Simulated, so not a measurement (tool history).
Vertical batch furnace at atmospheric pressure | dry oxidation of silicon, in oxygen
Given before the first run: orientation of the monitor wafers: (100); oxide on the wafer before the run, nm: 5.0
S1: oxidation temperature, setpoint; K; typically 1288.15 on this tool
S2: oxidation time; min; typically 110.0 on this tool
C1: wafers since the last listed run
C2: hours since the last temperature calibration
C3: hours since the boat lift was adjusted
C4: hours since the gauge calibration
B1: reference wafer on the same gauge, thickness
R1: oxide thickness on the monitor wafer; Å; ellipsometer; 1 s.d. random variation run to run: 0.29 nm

| run | hour | S1 | S2 | C1 | C2 | C3 | C4 | B1 | R1 |
|---|---|---|---|---|---|---|---|---|---|
| 1 | 0.0 | 1298.15 | 110.0 | 0 | 2780.4 | 2920.4 | 829.3 | 73.84 | 987.2 |
| 2 | 53.1 | 1298.15 | 110.0 | 581 | 2833.5 | 2973.5 | 882.4 | 73.76 | 985.6 |
| 3 | 109.0 | 1298.15 | 110.0 | 612 | 2889.4 | 3029.4 | 938.3 | 73.85 | 983.8 |
| 4 | 162.2 | 1307.15 | 133.0 | 583 | 2942.6 | 3082.6 | 991.5 | 73.78 | 1205.6 |
| 5 | 212.8 | 1307.15 | 133.0 | 554 | 2993.2 | 3133.2 | 1042.1 | 73.76 | 1211.6 |
| 6 | 266.2 | 1288.15 | 110.0 | 585 | 3046.6 | 3186.6 | 1095.5 | 73.85 | 903.9 |
| 7 | 305.5 | 1288.15 | 110.0 | 430 | 3085.9 | 3225.9 | 1134.8 | 73.89 | 902.6 |
| 8 | 374.9 | 1288.15 | 110.0 | 760 | 3155.3 | 3295.3 | 1204.2 | 73.71 | 902.6 |
| 9 | 433.6 | 1288.15 | 110.0 | 643 | 3214.0 | 3354.0 | 1262.9 | 73.83 | 906.8 |
| 10 | 473.1 | 1288.15 | 110.0 | 432 | 3253.5 | 3393.5 | 1302.4 | 73.78 | 904.1 |
| 11 | 502.6 | 1288.15 | 110.0 | 323 | 3283.0 | 3423.0 | 1331.9 | 73.73 | 905.1 |
| 12 | 567.7 | 1288.15 | 131.0 | 713 | 3348.1 | 3488.1 | 1397.0 | 73.80 | 1018.2 |
| 13 | 628.1 | 1278.15 | 110.0 | 661 | 3408.5 | 3548.5 | 1457.4 | 73.85 | 824.1 |
| 14 | 692.3 | 1278.15 | 110.0 | 703 | 3472.7 | 3612.7 | 1521.6 | 73.77 | 829.5 |
| 15 | 743.5 | 1288.15 | 110.0 | 561 | 3523.9 | 3663.9 | 1572.8 | 73.83 | 910.4 |
|  | 749.4 | gauge calibrated |
| 16 | 902.3 | 1311.15 | 129.0 | 1740 | 3682.7 | 3822.7 | 152.9 | 73.78 | 1229.7 |
| 17 | 966.6 | 1270.15 | 110.0 | 704 | 3747.0 | 3887.0 | 217.2 | 73.72 | 771.8 |
|  | 1021.7 | thermocouples replaced and temperature profile calibrated |
| 18 | 1022.2 | 1288.15 | 110.0 | 346 | 0.5 | 3942.6 | 272.8 | 73.80 | 879.1 |
| 19 | 1040.8 | 1310.15 | 110.0 | 203 | 19.1 | 3961.2 | 291.4 | 73.78 | 1065.5 |
| 20 | 1104.5 | 1307.15 | 133.0 | 698 | 82.8 | 4024.9 | 355.1 | 73.86 | 1174.7 |
|  | 1148.9 | boat lift adjusted |
| 21 | 1149.4 | 1302.15 | 125.5 | 229 | 127.7 | 0.5 | 400.0 | 73.86 | 1084.6 |
| 22 | 1179.6 | 1288.15 | 146.0 | 330 | 157.9 | 30.7 | 430.2 | 73.79 | 1061.4 |
| 23 | 1236.8 | 1268.15 | 56.5 | 626 | 215.1 | 87.9 | 487.4 | 73.79 | 468.1 |
| 24 | 1362.5 | 1297.15 | 160.5 | 1377 | 340.8 | 213.6 | 613.1 | 73.80 | 1226.7 |
| 25 | 1425.7 | 1299.15 | 72.0 | 692 | 404.0 | 276.8 | 676.3 | 73.81 | 733.5 |
| 26 | 1473.1 | 1302.15 | 110.0 | 519 | 451.4 | 324.2 | 723.7 | 73.83 | 994.6 |
| 27 | 1513.7 | 1294.15 | 126.5 | 444 | 492.0 | 364.8 | 764.3 | 73.84 | 1021.8 |
| 28 | 1541.9 | 1295.15 | 133.5 | 309 | 520.2 | 393.0 | 792.5 | 73.70 | 1068.6 |
| 29 | 1595.0 | 1281.15 | 160.0 | 581 | 573.3 | 446.1 | 845.6 | 73.82 | 1064.4 |

What was the tool's hidden state at every run in the log?
monitor wafer colder than the profiled boat position, K: 0 on each run
gauge reads high (%): 0 on each run
H1: true tube temperature minus thermocouple reading, K
| run | H1 |
|---|---|
| 1 | 3.66 |
| 2 | 3.72 |
| 3 | 3.78 |
| 4 | 3.84 |
| 5 | 3.9 |
| 6 | 3.96 |
| 7 | 4 |
| 8 | 4.08 |
| 9 | 4.14 |
| 10 | 4.19 |
| 11 | 4.22 |
| 12 | 4.29 |
| 13 | 4.36 |
| 14 | 4.43 |
| 15 | 4.48 |
| 16 | 4.66 |
| 17 | 4.73 |
| 18 | 0.507 |
| 19 | 0.527 |
| 20 | 0.598 |
| 21 | 0.648 |
| 22 | 0.681 |
| 23 | 0.745 |
| 24 | 0.884 |
| 25 | 0.954 |
| 26 | 1.01 |
| 27 | 1.05 |
| 28 | 1.08 |
| 29 | 1.14 |
